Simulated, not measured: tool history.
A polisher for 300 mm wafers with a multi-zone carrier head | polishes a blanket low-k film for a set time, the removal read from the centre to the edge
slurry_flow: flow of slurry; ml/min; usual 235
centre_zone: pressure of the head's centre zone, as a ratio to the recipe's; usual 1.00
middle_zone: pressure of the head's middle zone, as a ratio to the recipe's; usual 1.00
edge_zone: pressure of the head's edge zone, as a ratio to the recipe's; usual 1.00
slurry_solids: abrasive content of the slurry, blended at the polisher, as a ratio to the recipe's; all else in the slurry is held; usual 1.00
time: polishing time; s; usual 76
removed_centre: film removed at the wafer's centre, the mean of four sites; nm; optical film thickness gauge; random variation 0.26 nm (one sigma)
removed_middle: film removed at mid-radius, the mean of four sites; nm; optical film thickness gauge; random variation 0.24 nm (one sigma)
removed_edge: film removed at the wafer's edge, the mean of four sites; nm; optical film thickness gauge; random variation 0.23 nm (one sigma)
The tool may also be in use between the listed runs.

run,hour,slurry_flow,centre_zone,middle_zone,edge_zone,slurry_solids,time,"incoming thickness of the incoming film, nm",removed_centre,removed_middle,removed_edge
1,0.0,200,1.00,1.00,1.00,1.00,76,671.0,19.6,19.1,19.5
2,12.7,200,1.00,1.00,1.00,1.00,76,676.3,19.6,19.4,20.0
3,30.6,235,1.00,1.00,1.00,1.15,76,676.7,21.8,20.8,21.6
4,40.6,235,1.00,1.00,1.00,1.00,76,668.1,20.1,19.8,20.2
# hour 51.9: worn pad replaced by a new one
5,85.0,235,1.00,1.00,1.00,1.00,76,667.3,19.3,19.7,20.0
6,91.7,290,1.00,1.00,1.00,1.00,102,664.6,27.3,26.8,26.5
7,105.0,235,1.00,1.00,1.00,1.00,76,675.6,19.3,19.8,19.8
# hour 112.5: slurry nozzle cleaned
8,113.9,200,1.00,1.05,1.00,1.00,76,668.6,20.5,20.8,19.8
9,120.8,170,1.00,0.90,1.00,1.00,76,676.8,19.5,18.7,20.1
# hour 156.2: centre zone pressure recalibrated
# hour 176.2: edge zone pressure recalibrated
10,176.7,235,1.00,1.00,1.00,1.00,76,677.2,20.2,20.1,20.5
11,186.6,235,0.93,1.00,0.95,1.00,64,661.8,16.2,17.2,16.5
# hour 198.4: worn pad replaced by a new one
12,198.9,235,1.00,1.00,1.06,0.90,49,670.5,12.2,12.4,13.0

Forecast run 13:
13,210.7,235,1.00,1.00,1.00,1.25,76,661.9,?,?,?

{"run 13": {"removed_centre": 22.3, "removed_middle": 22.5, "removed_edge": 21.9}}
Without the tool's hidden state the same run would have given removed_centre 22.7 nm, removed_middle 22.9 nm, removed_edge 22.2 nm.
